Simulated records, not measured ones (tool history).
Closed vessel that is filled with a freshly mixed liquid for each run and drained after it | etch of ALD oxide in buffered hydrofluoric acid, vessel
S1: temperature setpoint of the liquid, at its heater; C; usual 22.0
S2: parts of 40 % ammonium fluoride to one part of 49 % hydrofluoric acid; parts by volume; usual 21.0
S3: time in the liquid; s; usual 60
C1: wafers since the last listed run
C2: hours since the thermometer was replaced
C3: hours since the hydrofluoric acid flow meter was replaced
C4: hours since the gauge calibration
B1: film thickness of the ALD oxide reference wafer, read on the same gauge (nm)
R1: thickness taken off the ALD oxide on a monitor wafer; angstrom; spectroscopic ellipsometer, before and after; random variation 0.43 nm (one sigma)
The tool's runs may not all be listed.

{"run": 1, "hour": 0.0, "S1": 22.0, "S2": 21.0, "S3": 55, "C1": 0, "C2": 950.9, "C3": 1275.5, "C4": 82.9, "B1": 69.96, "R1": 517.4}
{"run": 2, "hour": 60.2, "S1": 22.0, "S2": 21.0, "S3": 55, "C1": 4649, "C2": 1011.1, "C3": 1335.7, "C4": 143.1, "B1": 70.01, "R1": 509.7}
{"run": 3, "hour": 151.0, "S1": 22.0, "S2": 21.0, "S3": 55, "C1": 7012, "C2": 1101.9, "C3": 1426.5, "C4": 233.9, "B1": 69.98, "R1": 512.6}
{"run": 4, "hour": 255.6, "S1": 18.0, "S2": 21.0, "S3": 60, "C1": 8078, "C2": 1206.5, "C3": 1531.1, "C4": 338.5, "B1": 69.98, "R1": 448.5}
{"run": 5, "hour": 300.2, "S1": 22.0, "S2": 21.0, "S3": 60, "C1": 3444, "C2": 1251.1, "C3": 1575.7, "C4": 383.1, "B1": 70.01, "R1": 561.3}
{"run": 6, "hour": 387.6, "S1": 22.0, "S2": 21.0, "S3": 60, "C1": 6749, "C2": 1338.5, "C3": 1663.1, "C4": 470.5, "B1": 70.0, "R1": 561.9}
{"run": 7, "hour": 479.4, "S1": 22.0, "S2": 21.0, "S3": 60, "C1": 7089, "C2": 1430.3, "C3": 1754.9, "C4": 562.3, "B1": 70.02, "R1": 560.0}
{"run": 8, "hour": 575.6, "S1": 20.0, "S2": 21.0, "S3": 60, "C1": 7429, "C2": 1526.5, "C3": 1851.1, "C4": 658.5, "B1": 70.0, "R1": 507.5}
{"hour": 691.6, "done": "thermometer replaced"}
{"hour": 696.3, "done": "hydrofluoric acid flow meter replaced"}
{"run": 9, "hour": 831.7, "S1": 20.0, "S2": 21.0, "S3": 60, "C1": 19624, "C2": 140.1, "C3": 135.4, "C4": 914.6, "B1": 69.95, "R1": 499.2}
{"hour": 854.5, "done": "gauge calibrated"}
{"run": 10, "hour": 914.2, "S1": 22.0, "S2": 21.0, "S3": 60, "C1": 6371, "C2": 222.6, "C3": 217.9, "C4": 59.7, "B1": 70.01, "R1": 566.9}
{"run": 11, "hour": 969.9, "S1": 22.0, "S2": 21.0, "S3": 60, "C1": 4301, "C2": 278.3, "C3": 273.6, "C4": 115.4, "B1": 69.99, "R1": 568.7}
{"run": 12, "hour": 1075.5, "S1": 19.0, "S2": 27.5, "S3": 35, "C1": 8155, "C2": 383.9, "C3": 379.2, "C4": 221.0, "B1": 69.98, "R1": 229.2}
{"run": 13, "hour": 1153.1, "S1": 23.5, "S2": 24.0, "S3": 60, "C1": 5993, "C2": 461.5, "C3": 456.8, "C4": 298.6, "B1": 70.01, "R1": 561.5}
{"run": 14, "hour": 1203.0, "S1": 22.0, "S2": 21.0, "S3": 60, "C1": 3853, "C2": 511.4, "C3": 506.7, "C4": 348.5, "B1": 70.06, "R1": 566.5}
{"run": 15, "hour": 1239.8, "S1": 22.0, "S2": 13.5, "S3": 90, "C1": 2842, "C2": 548.2, "C3": 543.5, "C4": 385.3, "B1": 69.99, "R1": 1280.9}
{"run": 16, "hour": 1326.1, "S1": 25.5, "S2": 28.5, "S3": 30, "C1": 6664, "C2": 634.5, "C3": 629.8, "C4": 471.6, "B1": 70.04, "R1": 274.5}
{"run": 17, "hour": 1570.7, "S1": 22.0, "S2": 16.0, "S3": 30, "C1": 18890, "C2": 879.1, "C3": 874.4, "C4": 716.2, "B1": 69.96, "R1": 361.0}
{"run": 18, "hour": 1734.1, "S1": 22.0, "S2": 21.0, "S3": 50, "C1": 12619, "C2": 1042.5, "C3": 1037.8, "C4": 879.6, "B1": 69.97, "R1": 466.8}
{"run": 19, "hour": 1790.2, "S1": 22.0, "S2": 21.0, "S3": 60, "C1": 4332, "C2": 1098.6, "C3": 1093.9, "C4": 935.7, "B1": 70.03, "R1": 562.8}

3 ways to go on from here, each from the tool as it stands after run 19. What would each give?
{"run": "A", "hour": 1790.9, "S1": 22.0, "S2": 21.0, "S3": 60, "C1": 54, "C2": 1099.3, "C3": 1094.6, "C4": 936.4, "B1": "?", "R1": "?"}
{"run": "B", "hour": 1790.9, "S1": 22.0, "S2": 27.5, "S3": 70, "C1": 54, "C2": 1099.3, "C3": 1094.6, "C4": 936.4, "B1": "?", "R1": "?"}
{"run": "C", "hour": 1790.9, "S1": 22.0, "S2": 17.5, "S3": 30, "C1": 54, "C2": 1099.3, "C3": 1094.6, "C4": 936.4, "B1": "?", "R1": "?"}

run=A B1=70.01 R1=563.6
run=B B1=70.01 R1=546.0
run=C B1=70.01 R1=332.5
Without the tool's hidden state the same runs would have given:
run=A R1=563.6
run=B R1=546.0
run=C R1=332.5

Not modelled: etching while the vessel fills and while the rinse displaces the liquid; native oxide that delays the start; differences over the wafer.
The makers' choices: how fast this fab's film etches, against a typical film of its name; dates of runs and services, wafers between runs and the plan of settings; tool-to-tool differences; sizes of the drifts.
